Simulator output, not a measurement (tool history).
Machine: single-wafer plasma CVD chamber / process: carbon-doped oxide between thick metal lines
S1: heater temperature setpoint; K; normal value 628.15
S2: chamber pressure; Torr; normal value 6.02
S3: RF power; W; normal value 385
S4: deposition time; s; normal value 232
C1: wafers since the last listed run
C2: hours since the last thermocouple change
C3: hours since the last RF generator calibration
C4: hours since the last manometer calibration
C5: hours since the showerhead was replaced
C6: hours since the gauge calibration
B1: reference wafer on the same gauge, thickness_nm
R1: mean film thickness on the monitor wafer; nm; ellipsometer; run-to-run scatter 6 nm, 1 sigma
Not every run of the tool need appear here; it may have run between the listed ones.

run    hour      S1    S2   S3   S4    C1      C2      C3     C4      C5      C6        B1        R1
  1     0.0  628.15  6.02  370  232     0  2135.5  1079.5    9.9  2937.2    27.2  1167.508   957.140
  2    51.2  628.15  6.02  370  232   381  2186.7  1130.7   61.1  2988.4    78.4  1170.277   956.667
  3   111.2  628.15  6.02  370  232   447  2246.7  1190.7  121.1  3048.4   138.4  1169.898   947.298
      142.3  -- RF generator calibrated
  4   273.9  628.15  6.02  385  232  1152  2409.4   131.6  283.8  3211.1   301.1  1170.316   940.983
  5   301.5  628.15  6.02  385  232   205  2437.0   159.2  311.4  3238.7   328.7  1171.244   938.681
  6   350.9  628.15  6.02  385  232   368  2486.4   208.6  360.8  3288.1   378.1  1170.519   938.044
  7   398.7  628.15  6.02  385  232   356  2534.2   256.4  408.6  3335.9   425.9  1170.933   931.690
      417.7  -- thermocouple changed; heater temperature recalibrated
  8   468.2  628.15  4.73  325  232   458    50.5   325.9  478.1  3405.4   495.4  1170.039   805.119
  9   524.4  628.15  6.02  385  232   418   106.7   382.1  534.3  3461.6   551.6  1171.153   929.447
      549.0  -- RF generator calibrated, repeated, since the last time left the tool worse
 10   579.8  628.15  6.02  385  232   353   162.1    30.8  589.7  3517.0   607.0  1171.185  1012.622
 11   636.2  628.15  6.02  385  232   420   218.5    87.2  646.1  3573.4   663.4  1171.446  1014.357
 12   702.4  637.15  6.02  310  232   493   284.7   153.4  712.3  3639.6   729.6  1169.280   840.615
 13   751.9  628.15  7.47  340  232   368   334.2   202.9  761.8  3689.1   779.1  1170.581   932.902
      800.0  -- showerhead replaced
 14   817.4  628.15  6.88  385  232   428   399.7   268.4  827.3    17.4   844.6  1171.692  1016.798
 15   850.4  618.15  6.02  385  232   245   432.7   301.4  860.3    50.4   877.6  1171.140  1020.344
 16   895.8  616.15  6.02  385  232   338   478.1   346.8  905.7    95.8   923.0  1167.028  1030.366
      909.1  -- capacitance manometer re-zeroed and calibrated
 17   933.3  639.15  6.02  310  232   219   515.6   384.3   24.2   133.3   960.5  1168.213   832.006
 18   958.0  628.15  4.73  325  232   184   540.3   409.0   48.9   158.0   985.2  1168.061   862.695
 19  1001.5  628.15  6.02  385  232   324   583.8   452.5   92.4   201.5  1028.7  1171.726  1000.563
 20  1031.7  628.15  6.02  385  232   225   614.0   482.7  122.6   231.7  1058.9  1170.189  1000.505
 21  1092.2  618.15  6.84  385  245   450   674.5   543.2  183.1   292.2  1119.4  1171.985  1085.982
 22  1124.6  628.15  6.02  385  245   241   706.9   575.6  215.5   324.6  1151.8  1170.149  1043.840
 23  1159.9  628.15  6.86  385  277   263   742.2   610.9  250.8   359.9  1187.1  1169.351  1199.109
 24  1200.3  638.15  7.33  315  266   301   782.6   651.3  291.2   400.3  1227.5  1172.450   969.466
 25  1261.5  622.15  4.78  385  265   455   843.8   712.5  352.4   461.5  1288.7  1170.750  1132.563
 26  1294.9  628.15  6.02  385  232   248   877.2   745.9  385.8   494.9  1322.1  1169.577   995.351
 27  1476.6  628.15  6.02  385  188  1353  1058.9   927.6  567.5   676.6  1503.8  1172.164   801.075
 28  1544.0  628.15  5.04  385  232   502  1126.3   995.0  634.9   744.0  1571.2  1170.968   970.076

Alternative continuations, all from the tool just after run 28; predict every row:
  A  1544.5  628.15  6.02  385  232   3  1126.8  995.5  635.4  744.5  1571.7   ?   ?
  B  1544.5  628.15  6.02  435  232   3  1126.8  995.5  635.4  744.5  1571.7   ?   ?
  C  1544.5  623.15  6.02  310  275   3  1126.8  995.5  635.4  744.5  1571.7   ?   ?
  D  1544.5  623.15  6.02  385  232   3  1126.8  995.5  635.4  744.5  1571.7   ?   ?

run        B1        R1
  A  1172.093   987.937
  B  1172.093  1080.182
  C  1172.093  1004.120
  D  1172.093   998.654
The same runs, with their run-to-run variation unchanged, on a tool lacking any hidden condition would have given:
run        R1
  A  1016.122
  B  1109.721
  C  1034.072
  D  1027.145
